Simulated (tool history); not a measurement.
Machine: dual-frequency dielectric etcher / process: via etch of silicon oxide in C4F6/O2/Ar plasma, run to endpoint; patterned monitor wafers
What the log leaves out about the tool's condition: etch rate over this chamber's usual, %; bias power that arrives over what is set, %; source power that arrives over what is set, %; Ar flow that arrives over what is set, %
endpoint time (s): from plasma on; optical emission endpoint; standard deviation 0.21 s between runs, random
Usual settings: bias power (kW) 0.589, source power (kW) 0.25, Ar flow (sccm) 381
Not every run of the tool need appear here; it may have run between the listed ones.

run    hour  bias power (kW)  source power (kW)  Ar flow (sccm)  wafers since the last listed run  hours since the last wet clean  hours since the last bias power generator calibration  hours since the last source power generator calibration  hours since the last Ar flow controller change  hours since the last upper electrode change  incoming incoming film thickness, nm  endpoint time (s)
  1       0            0.589               0.25             381                                 0                           594.4                                                  773.7                                                   2139.7                                            5971                                       4355.1                                 153.9               38.1
       51.5  -- wet clean of the chamber
  2    95.9            0.589               0.25             381                               555                            44.4                                                  869.6                                                   2235.6                                          6066.9                                         4451                                 154.7               40.1
  3     264            0.589               0.25             381                              1298                           212.5                                                 1037.7                                                   2403.7                                            6235                                       4619.1                                 152.2               38.7
  4   362.8            0.589               0.25             381                               763                           311.3                                                 1136.5                                                   2502.5                                          6333.8                                       4717.9                                 153.5               38.2
  5   463.2            0.589               0.25             381                               775                           411.7                                                 1236.9                                                   2602.9                                          6434.2                                       4818.3                                 152.5               37.8
  6   562.4            0.589               0.25             381                               766                           510.9                                                 1336.1                                                   2702.1                                          6533.4                                       4917.5                                 155.2               38.4
  7   604.1            0.589               0.28             381                               322                           552.6                                                 1377.8                                                   2743.8                                          6575.1                                       4959.2                                 153.5               36.3
  8   645.7            0.589               0.28             381                               321                           594.2                                                 1419.4                                                   2785.4                                          6616.7                                       5000.8                                 155.3               36.5
      658.8  -- Ar flow controller replaced
  9   690.4            0.589               0.25             381                               299                           638.9                                                 1464.1                                                   2830.1                                            31.6                                       5045.5                                 154.4               37.7
      714.5  -- wet clean of the chamber
 10   764.1            0.589               0.25             381                               384                            49.6                                                 1537.8                                                   2903.8                                           105.3                                       5119.2                                 153.6               39.4
 11  1005.8            0.691                0.3             439                              1867                           291.3                                                 1779.5                                                   3145.5                                             347                                       5360.9                                 153.2               34.7
     1205.9  -- source power generator calibrated
       1207  -- bias power generator calibrated
     1257.2  -- upper electrode replaced, of another model than before
     1269.6  -- wet clean of the chamber
 12  1314.2            0.467               0.21             445                              2062                            44.6                                                  107.2                                                    108.3                                           655.4                                           57                                 154.8               48.8
 13  1421.3            0.492               0.25             294                               827                           151.7                                                  214.3                                                    215.4                                           762.5                                        164.1                                 154.5                 43
 14  1482.9            0.589               0.25             381                               476                           213.3                                                  275.9                                                      277                                           824.1                                        225.7                                 153.7               39.4
 15  1526.6            0.444               0.25             381                               337                             257                                                  319.6                                                    320.7                                           867.8                                        269.4                                 154.7               47.4
 16  1807.3            0.535                0.2             436                              2169                           537.7                                                  600.3                                                    601.4                                          1148.5                                        550.1                                 154.6               43.3
       1842  -- wet clean of the chamber
 17  1901.3            0.589               0.25             381                               540                            59.3                                                  694.3                                                    695.4                                          1242.5                                        644.1                                 153.8               39.8
 18  1996.8            0.589                0.2             381                               737                           154.8                                                  789.8                                                    790.9                                            1338                                        739.6                                 154.2               41.3
 19    2054            0.698               0.29             323                               442                             212                                                    847                                                    848.1                                          1395.2                                        796.8                                 153.5               33.4
 20    2104            0.589               0.25             381                               386                             262                                                    897                                                    898.1                                          1445.2                                        846.8                                 153.5               38.9

5 options for the next run, each taken on its own from the tool as it stands now. Forecast them:
  A  2104.4            0.589               0.25             381                                 3                           262.4                                                  897.4                                                    898.5                                          1445.6                                        847.2                                 153.8                  ?
  B  2104.4            0.551               0.25             326                                 3                           262.4                                                  897.4                                                    898.5                                          1445.6                                        847.2                                 153.8                  ?
  C  2104.4            0.533               0.31             457                                 3                           262.4                                                  897.4                                                    898.5                                          1445.6                                        847.2                                 153.8                  ?
  D  2104.4            0.589               0.23             356                                 3                           262.4                                                  897.4                                                    898.5                                          1445.6                                        847.2                                 153.8                  ?
  E  2104.4            0.589               0.25             415                                 3                           262.4                                                  897.4                                                    898.5                                          1445.6                                        847.2                                 153.8                  ?

run  endpoint time (s)
  A               39.1
  B                 40
  C               40.3
  D               39.5
  E               39.5
Without the tool's hidden state the same runs would have given:
run  endpoint time (s)
  A               40.1
  B                 41
  C               41.3
  D               40.5
  E               40.5

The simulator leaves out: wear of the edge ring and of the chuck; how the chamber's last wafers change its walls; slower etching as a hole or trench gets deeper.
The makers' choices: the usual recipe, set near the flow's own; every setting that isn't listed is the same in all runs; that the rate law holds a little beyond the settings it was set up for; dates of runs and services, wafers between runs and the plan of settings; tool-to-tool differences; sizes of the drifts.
